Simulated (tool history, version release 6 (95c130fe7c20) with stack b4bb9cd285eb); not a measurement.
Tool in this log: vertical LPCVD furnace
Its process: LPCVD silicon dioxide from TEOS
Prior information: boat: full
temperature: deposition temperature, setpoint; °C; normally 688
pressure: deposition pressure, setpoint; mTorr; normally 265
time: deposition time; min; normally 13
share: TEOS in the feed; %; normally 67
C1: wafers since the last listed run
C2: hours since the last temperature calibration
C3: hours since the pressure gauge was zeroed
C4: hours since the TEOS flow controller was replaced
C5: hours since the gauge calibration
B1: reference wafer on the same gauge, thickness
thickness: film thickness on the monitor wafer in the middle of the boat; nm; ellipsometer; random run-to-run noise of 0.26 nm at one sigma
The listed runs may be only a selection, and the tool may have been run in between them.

{"run": 1, "hour": 0.0, "temperature": 694, "pressure": 265, "time": 13, "share": 67, "C1": 0, "C2": 3330.8, "C3": 2136.6, "C4": 3481, "C5": 560.2, "B1": 72.58, "thickness": 76.64}
{"run": 2, "hour": 82.4, "temperature": 688, "pressure": 265, "time": 13, "share": 67, "C1": 1448, "C2": 3413.2, "C3": 2219, "C4": 3563.4, "C5": 642.6, "B1": 72.56, "thickness": 66.9}
{"run": 3, "hour": 173.6, "temperature": 688, "pressure": 265, "time": 13, "share": 67, "C1": 1603, "C2": 3504.4, "C3": 2310.2, "C4": 3654.6, "C5": 733.8, "B1": 72.41, "thickness": 67.13}
{"hour": 177.7, "done": "gauge calibrated"}
{"run": 4, "hour": 233.7, "temperature": 688, "pressure": 265, "time": 13, "share": 67, "C1": 1056, "C2": 3564.5, "C3": 2370.3, "C4": 3714.7, "C5": 56, "B1": 72.6, "thickness": 66.71}
{"run": 5, "hour": 318.5, "temperature": 688, "pressure": 265, "time": 13, "share": 67, "C1": 1491, "C2": 3649.3, "C3": 2455.1, "C4": 3799.5, "C5": 140.8, "B1": 72.38, "thickness": 67.16}
{"run": 6, "hour": 424.6, "temperature": 688, "pressure": 265, "time": 13, "share": 67, "C1": 1865, "C2": 3755.4, "C3": 2561.2, "C4": 3905.6, "C5": 246.9, "B1": 72.44, "thickness": 67.58}
{"run": 7, "hour": 470.4, "temperature": 688, "pressure": 265, "time": 13, "share": 67, "C1": 805, "C2": 3801.2, "C3": 2607, "C4": 3951.4, "C5": 292.7, "B1": 72.41, "thickness": 67.64}
{"run": 8, "hour": 520.4, "temperature": 688, "pressure": 265, "time": 13, "share": 67, "C1": 879, "C2": 3851.2, "C3": 2657, "C4": 4001.4, "C5": 342.7, "B1": 72.44, "thickness": 67.73}
{"run": 9, "hour": 568.2, "temperature": 688, "pressure": 265, "time": 13, "share": 67, "C1": 840, "C2": 3899, "C3": 2704.8, "C4": 4049.2, "C5": 390.5, "B1": 72.45, "thickness": 67.81}
{"hour": 667.8, "done": "TEOS flow controller replaced"}
{"run": 10, "hour": 668.3, "temperature": 688, "pressure": 265, "time": 13, "share": 67, "C1": 1338, "C2": 3999.1, "C3": 2804.9, "C4": 0.5, "C5": 490.6, "B1": 72.51, "thickness": 67.83}
{"run": 11, "hour": 730.9, "temperature": 697, "pressure": 265, "time": 13, "share": 63, "C1": 1100, "C2": 4061.7, "C3": 2867.5, "C4": 63.1, "C5": 553.2, "B1": 72.49, "thickness": 82.12}
{"run": 12, "hour": 821.4, "temperature": 688, "pressure": 330, "time": 13, "share": 67, "C1": 1591, "C2": 4152.2, "C3": 2958, "C4": 153.6, "C5": 643.7, "B1": 72.49, "thickness": 76.79}
{"hour": 874.3, "done": "pressure gauge zeroed"}
{"run": 13, "hour": 909.2, "temperature": 688, "pressure": 265, "time": 13, "share": 67, "C1": 1121, "C2": 4240, "C3": 34.9, "C4": 241.4, "C5": 731.5, "B1": 72.48, "thickness": 68.45}
{"hour": 947.7, "done": "gauge calibrated"}
{"run": 14, "hour": 967.0, "temperature": 696, "pressure": 265, "time": 9.5, "share": 67, "C1": 1016, "C2": 4297.8, "C3": 92.7, "C4": 299.2, "C5": 19.3, "B1": 72.39, "thickness": 60.56}
{"run": 15, "hour": 1027.0, "temperature": 688, "pressure": 265, "time": 13, "share": 67, "C1": 1055, "C2": 4357.8, "C3": 152.7, "C4": 359.2, "C5": 79.3, "B1": 72.44, "thickness": 69.44}
{"hour": 1106.4, "done": "thermocouples replaced and temperature profile calibrated"}
{"run": 16, "hour": 1137.8, "temperature": 678, "pressure": 265, "time": 13, "share": 60, "C1": 1526, "C2": 31.4, "C3": 263.5, "C4": 470, "C5": 190.1, "B1": 72.42, "thickness": 45.92}
{"run": 17, "hour": 1194.3, "temperature": 696, "pressure": 320, "time": 17, "share": 67, "C1": 993, "C2": 87.9, "C3": 320, "C4": 526.5, "C5": 246.6, "B1": 72.54, "thickness": 107.17}
{"run": 18, "hour": 1246.6, "temperature": 688, "pressure": 265, "time": 13, "share": 67, "C1": 919, "C2": 140.2, "C3": 372.3, "C4": 578.8, "C5": 298.9, "B1": 72.49, "thickness": 61.61}
{"run": 19, "hour": 1333.5, "temperature": 688, "pressure": 215, "time": 13, "share": 67, "C1": 1528, "C2": 227.1, "C3": 459.2, "C4": 665.7, "C5": 385.8, "B1": 72.5, "thickness": 55.29}
{"run": 20, "hour": 1396.3, "temperature": 688, "pressure": 265, "time": 13, "share": 67, "C1": 1104, "C2": 289.9, "C3": 522, "C4": 728.5, "C5": 448.6, "B1": 72.56, "thickness": 61.6}

Branching from run 20: 4 alternative next runs. What would each branch give?
{"run": "A", "hour": 1400.4, "temperature": 688, "pressure": 265, "time": 13, "share": 67, "C1": 72, "C2": 294, "C3": 526.1, "C4": 732.6, "C5": 452.7, "B1": "?", "thickness": "?"}
{"run": "B", "hour": 1400.4, "temperature": 688, "pressure": 265, "time": 10.5, "share": 57, "C1": 72, "C2": 294, "C3": 526.1, "C4": 732.6, "C5": 452.7, "B1": "?", "thickness": "?"}
{"run": "C", "hour": 1400.4, "temperature": 688, "pressure": 325, "time": 17, "share": 80, "C1": 72, "C2": 294, "C3": 526.1, "C4": 732.6, "C5": 452.7, "B1": "?", "thickness": "?"}
{"run": "D", "hour": 1400.4, "temperature": 688, "pressure": 205, "time": 13, "share": 67, "C1": 72, "C2": 294, "C3": 526.1, "C4": 732.6, "C5": 452.7, "B1": "?", "thickness": "?"}

run=A B1=72.44 thickness=61.43
run=B B1=72.44 thickness=45.76
run=C B1=72.44 thickness=97.2
run=D B1=72.44 thickness=54.03
The same runs, with their run-to-run variation unchanged, on a tool lacking any hidden condition would have given:
run=A thickness=61.32
run=B thickness=45.69
run=C thickness=97.04
run=D thickness=53.94
